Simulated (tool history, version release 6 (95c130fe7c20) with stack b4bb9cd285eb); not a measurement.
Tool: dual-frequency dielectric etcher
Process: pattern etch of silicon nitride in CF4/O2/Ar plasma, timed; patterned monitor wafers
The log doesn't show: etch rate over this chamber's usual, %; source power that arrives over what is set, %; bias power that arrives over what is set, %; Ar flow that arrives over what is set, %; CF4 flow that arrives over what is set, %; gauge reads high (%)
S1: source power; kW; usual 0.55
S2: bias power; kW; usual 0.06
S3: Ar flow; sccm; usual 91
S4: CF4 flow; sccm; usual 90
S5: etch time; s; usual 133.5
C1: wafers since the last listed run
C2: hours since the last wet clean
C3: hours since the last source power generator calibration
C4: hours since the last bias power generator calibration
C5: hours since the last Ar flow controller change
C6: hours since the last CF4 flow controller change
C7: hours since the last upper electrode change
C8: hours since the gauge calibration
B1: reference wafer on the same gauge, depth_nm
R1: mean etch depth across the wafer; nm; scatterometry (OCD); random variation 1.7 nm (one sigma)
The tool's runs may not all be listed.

{"run": 1, "day": 0.0, "S1": 0.5, "S2": 0.06, "S3": 91, "S4": 90, "S5": 133.5, "C1": 0, "C2": 199.3, "C3": 2852.3, "C4": 5038, "C5": 5197.3, "C6": 76.7, "C7": 99, "C8": 627.5, "B1": 349.2, "R1": 262.2}
{"day": 1.017, "done": "gauge calibrated"}
{"run": 2, "day": 1.296, "S1": 0.47, "S2": 0.06, "S3": 91, "S4": 68, "S5": 133.5, "C1": 161, "C2": 230.4, "C3": 2883.4, "C4": 5069.1, "C5": 5228.4, "C6": 107.8, "C7": 130.1, "C8": 6.7, "B1": 349.7, "R1": 230.3}
{"run": 3, "day": 2.617, "S1": 0.43, "S2": 0.06, "S3": 70, "S4": 111, "S5": 133.5, "C1": 164, "C2": 262.1, "C3": 2915.1, "C4": 5100.8, "C5": 5260.1, "C6": 139.5, "C7": 161.8, "C8": 38.4, "B1": 348.4, "R1": 224.2}
{"run": 4, "day": 3.375, "S1": 0.55, "S2": 0.06, "S3": 78, "S4": 90, "S5": 133.5, "C1": 94, "C2": 280.3, "C3": 2933.3, "C4": 5119, "C5": 5278.3, "C6": 157.7, "C7": 180, "C8": 56.6, "B1": 348.9, "R1": 301.5}
{"day": 4.412, "done": "Ar flow controller replaced"}
{"run": 5, "day": 4.833, "S1": 0.55, "S2": 0.06, "S3": 91, "S4": 71, "S5": 133.5, "C1": 150, "C2": 315.3, "C3": 2968.3, "C4": 5154, "C5": 10.1, "C6": 192.7, "C7": 215, "C8": 91.6, "B1": 348.9, "R1": 282.6}
{"run": 6, "day": 5.488, "S1": 0.46, "S2": 0.06, "S3": 91, "S4": 90, "S5": 133.5, "C1": 81, "C2": 331, "C3": 2984, "C4": 5169.7, "C5": 25.8, "C6": 208.4, "C7": 230.7, "C8": 107.3, "B1": 348.7, "R1": 226.2}
{"day": 5.933, "done": "source power generator calibrated"}
{"run": 7, "day": 6.908, "S1": 0.55, "S2": 0.066, "S3": 91, "S4": 103, "S5": 133.5, "C1": 156, "C2": 365.1, "C3": 23.4, "C4": 5203.8, "C5": 59.9, "C6": 242.5, "C7": 264.8, "C8": 141.4, "B1": 349.1, "R1": 318.5}
{"day": 8.033, "done": "bias power generator calibrated"}
{"run": 8, "day": 8.3, "S1": 0.55, "S2": 0.06, "S3": 91, "S4": 69, "S5": 133.5, "C1": 152, "C2": 398.5, "C3": 56.8, "C4": 6.4, "C5": 93.3, "C6": 275.9, "C7": 298.2, "C8": 174.8, "B1": 349.4, "R1": 282.1}
{"day": 9.533, "done": "wet clean of the chamber"}
{"run": 9, "day": 9.554, "S1": 0.43, "S2": 0.066, "S3": 79, "S4": 90, "S5": 133.5, "C1": 31, "C2": 0.5, "C3": 86.9, "C4": 36.5, "C5": 123.4, "C6": 306, "C7": 328.3, "C8": 204.9, "B1": 349, "R1": 238}
{"run": 10, "day": 9.975, "S1": 0.65, "S2": 0.055, "S3": 79, "S4": 76, "S5": 133.5, "C1": 52, "C2": 10.6, "C3": 97, "C4": 46.6, "C5": 133.5, "C6": 316.1, "C7": 338.4, "C8": 215, "B1": 350, "R1": 350.2}
{"run": 11, "day": 10.771, "S1": 0.55, "S2": 0.06, "S3": 91, "S4": 90, "S5": 133.5, "C1": 99, "C2": 29.7, "C3": 116.1, "C4": 65.7, "C5": 152.6, "C6": 335.2, "C7": 357.5, "C8": 234.1, "B1": 348.8, "R1": 304.1}
{"run": 12, "day": 11.942, "S1": 0.47, "S2": 0.06, "S3": 91, "S4": 68, "S5": 133.5, "C1": 146, "C2": 57.8, "C3": 144.2, "C4": 93.8, "C5": 180.7, "C6": 363.3, "C7": 385.6, "C8": 262.2, "B1": 348.4, "R1": 236.1}
{"run": 13, "day": 12.888, "S1": 0.55, "S2": 0.06, "S3": 91, "S4": 90, "S5": 167, "C1": 118, "C2": 80.5, "C3": 166.9, "C4": 116.5, "C5": 203.4, "C6": 386, "C7": 408.3, "C8": 284.9, "B1": 349.1, "R1": 379.2}
{"run": 14, "day": 15.858, "S1": 0.44, "S2": 0.06, "S3": 109, "S4": 83, "S5": 170, "C1": 370, "C2": 151.8, "C3": 238.2, "C4": 187.8, "C5": 274.7, "C6": 457.3, "C7": 479.6, "C8": 356.2, "B1": 349.9, "R1": 268.5}
{"run": 15, "day": 16.642, "S1": 0.55, "S2": 0.06, "S3": 91, "S4": 90, "S5": 133.5, "C1": 97, "C2": 170.6, "C3": 257, "C4": 206.6, "C5": 293.5, "C6": 476.1, "C7": 498.4, "C8": 375, "B1": 349, "R1": 299}
{"run": 16, "day": 17.492, "S1": 0.55, "S2": 0.048, "S3": 91, "S4": 90, "S5": 133.5, "C1": 106, "C2": 191, "C3": 277.4, "C4": 227, "C5": 313.9, "C6": 496.5, "C7": 518.8, "C8": 395.4, "B1": 348.4, "R1": 245.5}
{"run": 17, "day": 18.546, "S1": 0.55, "S2": 0.065, "S3": 91, "S4": 96, "S5": 105.5, "C1": 131, "C2": 216.3, "C3": 302.7, "C4": 252.3, "C5": 339.2, "C6": 521.8, "C7": 544.1, "C8": 420.7, "B1": 348.9, "R1": 252.6}
{"run": 18, "day": 19.338, "S1": 0.55, "S2": 0.073, "S3": 113, "S4": 79, "S5": 133.5, "C1": 98, "C2": 235.3, "C3": 321.7, "C4": 271.3, "C5": 358.2, "C6": 540.8, "C7": 563.1, "C8": 439.7, "B1": 348.7, "R1": 328.4}
{"run": 19, "day": 20.308, "S1": 0.62, "S2": 0.071, "S3": 76, "S4": 111, "S5": 133.5, "C1": 121, "C2": 258.6, "C3": 345, "C4": 294.6, "C5": 381.5, "C6": 564.1, "C7": 586.4, "C8": 463, "B1": 349.3, "R1": 408.4}
{"run": 20, "day": 21.792, "S1": 0.55, "S2": 0.06, "S3": 91, "S4": 90, "S5": 117, "C1": 185, "C2": 294.2, "C3": 380.6, "C4": 330.2, "C5": 417.1, "C6": 599.7, "C7": 622, "C8": 498.6, "B1": 348.9, "R1": 258}

Forecast each of these 5 alternatives for the next run:
{"run": "A", "day": 21.812, "S1": 0.55, "S2": 0.06, "S3": 91, "S4": 80, "S5": 133.5, "C1": 2, "C2": 294.7, "C3": 381.1, "C4": 330.7, "C5": 417.6, "C6": 600.2, "C7": 622.5, "C8": 499.1, "B1": "?", "R1": "?"}
{"run": "B", "day": 21.812, "S1": 0.63, "S2": 0.06, "S3": 74, "S4": 90, "S5": 118, "C1": 2, "C2": 294.7, "C3": 381.1, "C4": 330.7, "C5": 417.6, "C6": 600.2, "C7": 622.5, "C8": 499.1, "B1": "?", "R1": "?"}
{"run": "C", "day": 21.812, "S1": 0.65, "S2": 0.06, "S3": 91, "S4": 90, "S5": 133.5, "C1": 2, "C2": 294.7, "C3": 381.1, "C4": 330.7, "C5": 417.6, "C6": 600.2, "C7": 622.5, "C8": 499.1, "B1": "?", "R1": "?"}
{"run": "D", "day": 21.812, "S1": 0.55, "S2": 0.06, "S3": 80, "S4": 90, "S5": 145.5, "C1": 2, "C2": 294.7, "C3": 381.1, "C4": 330.7, "C5": 417.6, "C6": 600.2, "C7": 622.5, "C8": 499.1, "B1": "?", "R1": "?"}
{"run": "E", "day": 21.812, "S1": 0.48, "S2": 0.06, "S3": 91, "S4": 90, "S5": 133.5, "C1": 2, "C2": 294.7, "C3": 381.1, "C4": 330.7, "C5": 417.6, "C6": 600.2, "C7": 622.5, "C8": 499.1, "B1": "?", "R1": "?"}

run=A B1=348.8 R1=292.2
run=B B1=348.8 R1=322.2
run=C B1=348.8 R1=366.3
run=D B1=348.8 R1=330.3
run=E B1=348.8 R1=247.1
Without the tool's hidden state the same runs would have given:
run=A R1=300.9
run=B R1=331.8
run=C R1=377.2
run=D R1=340.2
run=E R1=254.4
